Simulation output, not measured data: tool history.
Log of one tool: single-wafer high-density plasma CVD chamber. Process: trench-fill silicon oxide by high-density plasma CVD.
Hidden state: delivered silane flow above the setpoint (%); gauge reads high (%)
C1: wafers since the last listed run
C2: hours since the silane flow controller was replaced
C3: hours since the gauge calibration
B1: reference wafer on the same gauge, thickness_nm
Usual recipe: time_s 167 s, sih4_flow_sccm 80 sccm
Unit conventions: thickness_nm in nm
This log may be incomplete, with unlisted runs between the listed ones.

run 1 hour=0.0 | time_s=167 sih4_flow_sccm=80 | C1=0 C2=1158.1 C3=274.4 | B1=1548.354 | thickness_nm=1281.252
run 2 hour=66.1 | time_s=167 sih4_flow_sccm=71 | C1=504 C2=1224.2 C3=340.5 | B1=1547.089 | thickness_nm=1135.636
run 3 hour=95.9 | time_s=167 sih4_flow_sccm=71 | C1=227 C2=1254.0 C3=370.3 | B1=1551.450 | thickness_nm=1136.667
run 4 hour=149.2 | time_s=167 sih4_flow_sccm=71 | C1=406 C2=1307.3 C3=423.6 | B1=1549.194 | thickness_nm=1139.954
run 5 hour=187.6 | time_s=167 sih4_flow_sccm=80 | C1=292 C2=1345.7 C3=462.0 | B1=1549.642 | thickness_nm=1284.315
run 6 hour=242.1 | time_s=176 sih4_flow_sccm=88 | C1=415 C2=1400.2 C3=516.5 | B1=1548.600 | thickness_nm=1482.079
run 7 hour=276.5 | time_s=151 sih4_flow_sccm=72 | C1=262 C2=1434.6 C3=550.9 | B1=1550.121 | thickness_nm=1042.051
run 8 hour=317.2 | time_s=151 sih4_flow_sccm=72 | C1=310 C2=1475.3 C3=591.6 | B1=1549.059 | thickness_nm=1040.920
run 9 hour=381.9 | time_s=151 sih4_flow_sccm=72 | C1=493 C2=1540.0 C3=656.3 | B1=1550.999 | thickness_nm=1045.838
-- hour=410.6 gauge calibrated
run 10 hour=426.4 | time_s=167 sih4_flow_sccm=70 | C1=339 C2=1584.5 C3=15.8 | B1=1549.266 | thickness_nm=1124.970
run 11 hour=490.9 | time_s=167 sih4_flow_sccm=70 | C1=491 C2=1649.0 C3=80.3 | B1=1546.971 | thickness_nm=1124.467
-- hour=554.4 silane flow controller replaced
run 12 hour=554.9 | time_s=167 sih4_flow_sccm=70 | C1=427 C2=0.5 C3=144.3 | B1=1548.857 | thickness_nm=1101.812
run 13 hour=601.0 | time_s=154 sih4_flow_sccm=70 | C1=351 C2=46.6 C3=190.4 | B1=1550.430 | thickness_nm=1016.777
run 14 hour=627.9 | time_s=141 sih4_flow_sccm=65 | C1=205 C2=73.5 C3=217.3 | B1=1547.789 | thickness_nm=862.866
run 15 hour=683.1 | time_s=135 sih4_flow_sccm=71 | C1=420 C2=128.7 C3=272.5 | B1=1549.669 | thickness_nm=895.120
-- hour=718.7 silane flow controller replaced, repeated, since the last time left the tool worse
run 16 hour=866.2 | time_s=186 sih4_flow_sccm=80 | C1=1335 C2=147.5 C3=455.6 | B1=1549.449 | thickness_nm=1458.531
run 17 hour=909.1 | time_s=197 sih4_flow_sccm=69 | C1=327 C2=190.4 C3=498.5 | B1=1549.821 | thickness_nm=1334.672
run 18 hour=976.1 | time_s=151 sih4_flow_sccm=72 | C1=510 C2=257.4 C3=565.5 | B1=1549.772 | thickness_nm=1066.039
run 19 hour=1031.9 | time_s=158 sih4_flow_sccm=80 | C1=425 C2=313.2 C3=621.3 | B1=1549.976 | thickness_nm=1230.294
run 20 hour=1082.3 | time_s=167 sih4_flow_sccm=80 | C1=384 C2=363.6 C3=671.7 | B1=1550.791 | thickness_nm=1298.943
run 21 hour=1145.8 | time_s=151 sih4_flow_sccm=72 | C1=484 C2=427.1 C3=735.2 | B1=1551.123 | thickness_nm=1054.202
run 22 hour=1189.9 | time_s=167 sih4_flow_sccm=80 | C1=336 C2=471.2 C3=779.3 | B1=1550.863 | thickness_nm=1298.035

Estimate the outcome of run 23 from the log above:
run 23 hour=1214.8 | time_s=167 sih4_flow_sccm=80 | C1=189 C2=496.1 C3=804.2 | B1=? | thickness_nm=?

B1: 1550.008
thickness_nm: 1292.915 nm
Take away the tool's hidden state, keep the run-to-run variation as it was, and the same run would have given thickness_nm 1308.328 nm.

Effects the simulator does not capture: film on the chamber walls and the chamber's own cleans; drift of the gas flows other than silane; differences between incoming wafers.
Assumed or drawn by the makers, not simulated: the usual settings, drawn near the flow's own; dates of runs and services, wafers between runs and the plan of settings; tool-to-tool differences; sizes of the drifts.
